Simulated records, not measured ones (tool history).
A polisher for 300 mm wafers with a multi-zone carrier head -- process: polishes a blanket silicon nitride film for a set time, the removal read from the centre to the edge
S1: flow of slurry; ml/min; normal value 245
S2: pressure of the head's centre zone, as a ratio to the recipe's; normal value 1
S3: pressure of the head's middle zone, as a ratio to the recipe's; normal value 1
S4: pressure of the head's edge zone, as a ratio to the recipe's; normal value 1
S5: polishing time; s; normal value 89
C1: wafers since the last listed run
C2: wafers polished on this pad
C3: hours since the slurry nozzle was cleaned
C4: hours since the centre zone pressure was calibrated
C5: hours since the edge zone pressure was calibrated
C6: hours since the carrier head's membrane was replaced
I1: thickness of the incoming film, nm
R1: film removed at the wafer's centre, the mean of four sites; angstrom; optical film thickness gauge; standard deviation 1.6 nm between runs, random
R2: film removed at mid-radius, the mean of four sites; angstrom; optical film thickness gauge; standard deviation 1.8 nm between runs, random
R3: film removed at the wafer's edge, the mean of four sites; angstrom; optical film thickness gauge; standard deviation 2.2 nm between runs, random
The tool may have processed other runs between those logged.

run	day	S1	S2	S3	S4	S5	C1	C2	C3	C4	C5	C6	I1	R1	R2	R3
1	0	245	1	1	1	89	0	2605	169.9	409.2	126.1	961.5	794.9	2621	2657	2662
2	2.904	245	1	1	1	89	895	3500	239.6	478.9	195.8	1031.2	813.6	2661	2621	2613
3	5.821	245	1	1	1	89	898	4399	309.6	548.9	265.8	1101.2	808.9	2628	2626	2622
# day 6.046: worn pad replaced by a new one
4	8.508	245	1	1	1.05	89	776	759	374.1	613.4	330.3	1165.7	809.1	2589	2605	2709
5	10.867	245	1	1	1.05	89	726	1486	430.7	670	386.9	1222.3	817.5	2625	2583	2663
6	12.038	245	1	1	1.05	89	360	1846	458.8	698.1	415	1250.4	791.8	2584	2584	2673
# day 12.783: carrier head's membrane replaced by a new one
# day 12.796: centre zone pressure recalibrated
7	13.438	245	1.08	1	1.11	59	363	2210	492.4	15.4	448.6	15.7	813.1	1847	1723	1806
# day 21.117: edge zone pressure recalibrated
8	22.054	245	1	1	1	89	2629	4840	699.2	222.2	22.5	222.5	802.3	2467	2519	2510
9	23.35	245	1	1	1	89	399	5239	730.3	253.3	53.6	253.6	800.2	2471	2485	2526
# day 25.154: worn pad replaced by a new one
10	26.346	275	1	0.89	0.91	68	871	367	802.2	325.2	125.5	325.5	787.3	1892	1728	1813
11	27.542	245	1	1	1	89	368	735	830.9	353.9	154.2	354.2	801.7	2390	2411	2490
12	29.862	245	1	1	1	89	715	1450	886.6	409.6	209.9	409.9	795.2	2301	2341	2425
# day 30.212: slurry nozzle cleaned
13	32.608	245	1	0.95	1.09	71	833	2284	57.5	475.5	275.8	475.8	808.5	2151	2025	2208
14	34.604	245	1	1	1	89	615	2899	105.4	523.4	323.7	523.7	804.8	2686	2656	2652
15	37.354	315	1	0.9	1	89	847	3746	171.4	589.4	389.7	589.7	807.6	2768	2480	2742
# day 37.538: centre zone pressure recalibrated
16	39.404	245	1	1.06	0.94	89	606	4352	220.6	44.8	438.9	638.9	798.4	2688	2807	2547
# day 41.117: worn pad replaced by a new one
17	41.2	245	1	1	0.93	89	502	25	263.7	87.9	482	682	808	2637	2643	2579
18	43.512	320	1	1	0.91	79	712	738	319.2	143.4	537.5	737.5	799.5	2442	2450	2295
19	45.862	245	1	0.95	1	89	724	1462	375.6	199.8	593.9	793.9	800.8	2652	2533	2653
20	48.183	170	1	1	1	89	715	2177	431.3	255.5	649.6	849.6	793.9	2448	2456	2514
21	50.833	245	1	1.09	1	89	816	2994	494.9	319.1	713.2	913.2	806.3	2611	2762	2623
# day 55.654: edge zone pressure recalibrated
# day 57.138: carrier head's membrane replaced by a new one
# day 57.454: worn pad replaced by a new one
22	58.8	300	1	1	0.9	89	2313	414	686.1	510.3	75.5	39.9	796.5	2655	2634	2513
23	60.212	245	0.93	1.09	0.95	59	435	850	720	544.2	109.4	73.8	795.7	1572	1812	1633

What differs in the tool's unlogged condition from the final listed run ahead of each entry between runs to the first listed run following it?
In the gap between runs 3 and 4: worn pad replaced by a new one (day 6.046)
  slurry flow missing at the pad, %: 14.8 -> 16.9
  measured less the result without the state, R1: -68 -> -79 angstrom; R2: -60 -> -71 angstrom; R3: -45 -> -55 angstrom
In the gap between runs 6 and 7: carrier head's membrane replaced by a new one (day 12.783); centre zone pressure recalibrated (day 12.796)
  slurry flow missing at the pad, %: 20.3 -> 21.8
  measured less the result without the state, R1: -99 -> -78 angstrom; R2: -89 -> -65 angstrom; R3: -68 -> -51 angstrom
In the gap between runs 7 and 8: edge zone pressure recalibrated (day 21.117)
  slurry flow missing at the pad, %: 21.8 -> 33.8
  measured less the result without the state, R1: -78 -> -198 angstrom; R2: -65 -> -180 angstrom; R3: -51 -> -131 angstrom
In the gap between runs 9 and 10: worn pad replaced by a new one (day 25.154)
  slurry flow missing at the pad, %: 35.9 -> 41.2
  measured less the result without the state, R1: -221 -> -191 angstrom; R2: -197 -> -154 angstrom; R3: -145 -> -118 angstrom
In the gap between runs 12 and 13: slurry nozzle cleaned (day 30.212)
  slurry flow missing at the pad, %: 48.1 -> 5.67
  measured less the result without the state, R1: -366 -> -19 angstrom; R2: -326 -> -16 angstrom; R3: -240 -> -13 angstrom
In the gap between runs 15 and 16: centre zone pressure recalibrated (day 37.538)
  slurry flow missing at the pad, %: 6.93 -> 7.86
  measured less the result without the state, R1: -23 -> -34 angstrom; R2: -18 -> -32 angstrom; R3: -16 -> -22 angstrom
In the gap between runs 16 and 17: worn pad replaced by a new one (day 41.117)
  slurry flow missing at the pad, %: 7.86 -> 8.87
  measured less the result without the state, R1: -34 -> -37 angstrom; R2: -32 -> -34 angstrom; R3: -22 -> -25 angstrom
In the gap between runs 21 and 22: edge zone pressure recalibrated (day 55.654); carrier head's membrane replaced by a new one (day 57.138); worn pad replaced by a new one (day 57.454)
  slurry flow missing at the pad, %: 17.4 -> 28.3
  measured less the result without the state, R1: -82 -> -129 angstrom; R2: -77 -> -115 angstrom; R3: -55 -> -82 angstrom
